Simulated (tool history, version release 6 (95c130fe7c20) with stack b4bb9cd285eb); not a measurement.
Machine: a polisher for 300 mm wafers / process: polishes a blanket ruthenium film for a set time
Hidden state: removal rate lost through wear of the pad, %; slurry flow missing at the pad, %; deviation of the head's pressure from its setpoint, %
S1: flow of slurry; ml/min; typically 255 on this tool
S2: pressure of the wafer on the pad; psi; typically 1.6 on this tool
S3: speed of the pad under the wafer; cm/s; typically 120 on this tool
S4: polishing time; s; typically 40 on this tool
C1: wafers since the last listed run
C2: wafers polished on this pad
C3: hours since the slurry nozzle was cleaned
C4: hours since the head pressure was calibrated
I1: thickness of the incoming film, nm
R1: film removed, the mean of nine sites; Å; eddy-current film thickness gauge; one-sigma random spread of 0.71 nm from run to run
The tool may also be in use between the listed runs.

run	hour	S1	S2	S3	S4	C1	C2	C3	C4	I1	R1
1	0.0	255	1.6	148	44	0	732	352.8	708.4	445.3	642
2	11.5	255	1.6	128	40	121	853	364.3	719.9	450.9	521
# hour 20.8: worn pad replaced by a new one
3	21.2	255	1.6	128	40	60	4	374.0	729.6	444.7	528
4	34.2	255	1.6	128	40	137	141	387.0	742.6	450.7	541
5	48.2	255	2.1	100	40	148	289	401.0	756.6	444.2	584
6	54.9	255	1.6	120	40	70	360	407.7	763.3	458.8	519
7	65.6	255	1.6	120	30	113	474	418.4	774.0	450.1	379
8	81.8	255	1.6	120	30	171	645	434.6	790.2	452.5	367
9	98.3	255	1.6	120	33	174	820	451.1	806.7	452.3	415
# hour 114.0: worn pad replaced by a new one
10	114.6	255	1.6	120	40	130	5	467.4	823.0	444.6	516
11	129.2	255	1.6	150	40	154	160	482.0	837.6	448.8	602
12	146.8	255	1.6	150	40	186	346	499.6	855.2	451.7	584
13	153.7	255	1.6	120	40	73	419	506.5	862.1	449.4	505
14	170.8	255	1.6	120	40	180	600	523.6	879.2	452.5	513
15	184.4	320	1.6	120	40	143	744	537.2	892.8	450.7	506
# hour 203.0: worn pad replaced by a new one
16	203.5	255	1.6	102	40	159	5	556.3	911.9	443.0	448
# hour 208.4: slurry nozzle cleaned
17	214.4	255	1.0	134	40	104	110	6.0	922.8	452.1	349
# hour 221.9: head pressure recalibrated
18	222.4	255	1.6	120	49	63	173	14.0	0.5	451.8	620
19	226.9	255	1.9	120	34	47	221	18.5	5.0	455.5	518
20	242.2	255	1.6	120	40	161	383	33.8	20.3	450.9	505
21	254.0	255	1.6	120	40	124	508	45.6	32.1	442.5	508
22	271.2	215	2.2	84	40	182	690	62.8	49.3	446.6	526
23	286.7	255	2.1	120	40	164	854	78.3	64.8	451.7	665
# hour 290.8: worn pad replaced by a new one
24	301.8	255	1.6	120	40	117	116	93.4	79.9	448.0	510
25	315.7	205	1.6	142	34	147	263	107.3	93.8	455.6	477

What if the next run were any one of these 4? Each begins from the tool's condition after run 25:
A	316.1	255	1.6	120	40	4	268	107.7	94.2	452.4	?
B	316.1	190	1.3	120	40	4	268	107.7	94.2	452.4	?
C	316.1	255	1.6	120	47	4	268	107.7	94.2	452.4	?
D	316.1	280	1.8	78	33	4	268	107.7	94.2	452.4	?

run	R1
A	492
B	390
C	578
D	337
Without the tool's unlogged condition, the same runs would have read:
run	R1
A	492
B	390
C	578
D	337
